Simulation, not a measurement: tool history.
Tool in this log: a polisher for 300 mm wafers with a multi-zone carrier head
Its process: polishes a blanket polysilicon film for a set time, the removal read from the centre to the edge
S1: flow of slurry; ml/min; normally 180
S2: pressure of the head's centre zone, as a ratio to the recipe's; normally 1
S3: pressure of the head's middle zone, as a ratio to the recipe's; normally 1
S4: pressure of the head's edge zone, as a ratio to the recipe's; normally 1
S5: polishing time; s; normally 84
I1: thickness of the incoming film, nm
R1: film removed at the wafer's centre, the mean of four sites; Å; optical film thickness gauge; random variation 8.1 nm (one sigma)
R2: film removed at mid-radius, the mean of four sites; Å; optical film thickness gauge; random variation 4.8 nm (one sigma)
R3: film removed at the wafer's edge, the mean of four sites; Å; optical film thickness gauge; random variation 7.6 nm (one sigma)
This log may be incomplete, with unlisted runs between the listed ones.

run,hour,S1,S2,S3,S4,S5,I1,R1,R2,R3
1,0,180,1,1,1,84,2360,6647,6378,6792
2,59.6,180,1,1,1,84,2299.3,6407,6375,6626
# hour 72.7: worn pad replaced by a new one
# hour 73.2: edge zone pressure recalibrated
3,164.4,180,1,1,0.91,69,2321.5,5709,5536,5575
4,236.4,180,1,1,0.91,69,2328.9,5498,5487,5597
5,298.5,180,1,1,0.91,69,2328.3,5372,5328,5447
# hour 323.8: carrier head's membrane replaced by a new one
# hour 374.8: worn pad replaced by a new one
6,391.4,150,1,1.04,1,84,2298.7,5921,6030,6176
# hour 444.8: centre zone pressure recalibrated
# hour 466.1: slurry nozzle cleaned
7,487.2,180,1,1,1,84,2284.4,6093,6013,6252
# hour 499.5: edge zone pressure recalibrated
8,550.6,180,1,1,1,84,2326.2,5892,6005,6117
9,618.8,180,1,1,1,84,2362.2,6053,5846,6126
# hour 689.6: worn pad replaced by a new one, repeated, since the last time left the tool worse
10,702.6,180,1,0.91,0.94,84,2352.4,6904,6171,6842
11,768.2,180,1,1.09,1.05,84,2330.9,6753,7275,7014
12,853.9,155,0.9,1,0.92,84,2338.2,5969,6454,6579
13,890.5,180,1,1,1.06,60,2325.9,4738,4670,4915
# hour 909.4: edge zone pressure recalibrated
# hour 935.7: slurry nozzle cleaned
14,936.2,155,1,1,1,84,2324.4,6524,6226,6734
# hour 988.4: worn pad replaced by a new one
# hour 1038.2: carrier head's membrane replaced by a new one
15,1042.6,180,1,1,0.89,84,2325.7,6760,6775,6671
16,1131.3,180,1,1,1,105,2323.8,8532,8415,8547
17,1220.3,180,1,1.07,1,100,2290.5,7880,8179,7904
18,1278.8,205,0.96,0.89,1,57,2309.7,4388,4044,4598
# hour 1302.5: edge zone pressure recalibrated
19,1324.3,180,1,1,1,84,2328.4,6354,6165,6524
# hour 1330.7: worn pad replaced by a new one
20,1379,180,1,1.06,1,84,2371.7,6816,7080,6986
# hour 1394.1: centre zone pressure recalibrated
21,1415.4,225,1,1.09,1,84,2354.6,7068,7395,7193
# hour 1449.8: slurry nozzle cleaned
22,1492.8,180,1,1,1,84,2290.3,6753,6581,6892

For some of the steps in R1 from one run to the next: how much would appear even if the tool had no hidden state, given the settings, what came in and random variation, and how much remains for the hidden state plus any gauge scatter that the measured result and the result without hidden state don't share?
Hidden conditions of the tool in this case: removal rate lost through wear of the pad, %; slurry flow missing at the pad, %; deviation of the centre zone's pressure from its setpoint, %; deviation of the edge zone's pressure from its setpoint, %.
Run 5 -> 6: S1 180 -> 150, S3 1 -> 1.04, S4 0.91 -> 1, S5 69 -> 84, carrier head's membrane replaced by a new one, worn pad replaced by a new one. R1 +549 Å: hidden state -476, all else +1025.
Run 9 -> 10: S3 1 -> 0.91, S4 1 -> 0.94, worn pad replaced by a new one, repeated, since the last time left the tool worse. R1 +851 Å: hidden state +908, all else -57.
Run 17 -> 18: S1 180 -> 205, S2 1 -> 0.96, S3 1.07 -> 0.89, S5 100 -> 57. R1 -3492 Å: hidden state +40, all else -3532.
Run 18 -> 19: S1 205 -> 180, S2 0.96 -> 1, S3 0.89 -> 1, S5 57 -> 84, edge zone pressure recalibrated. R1 +1966 Å: hidden state -235, all else +2201.
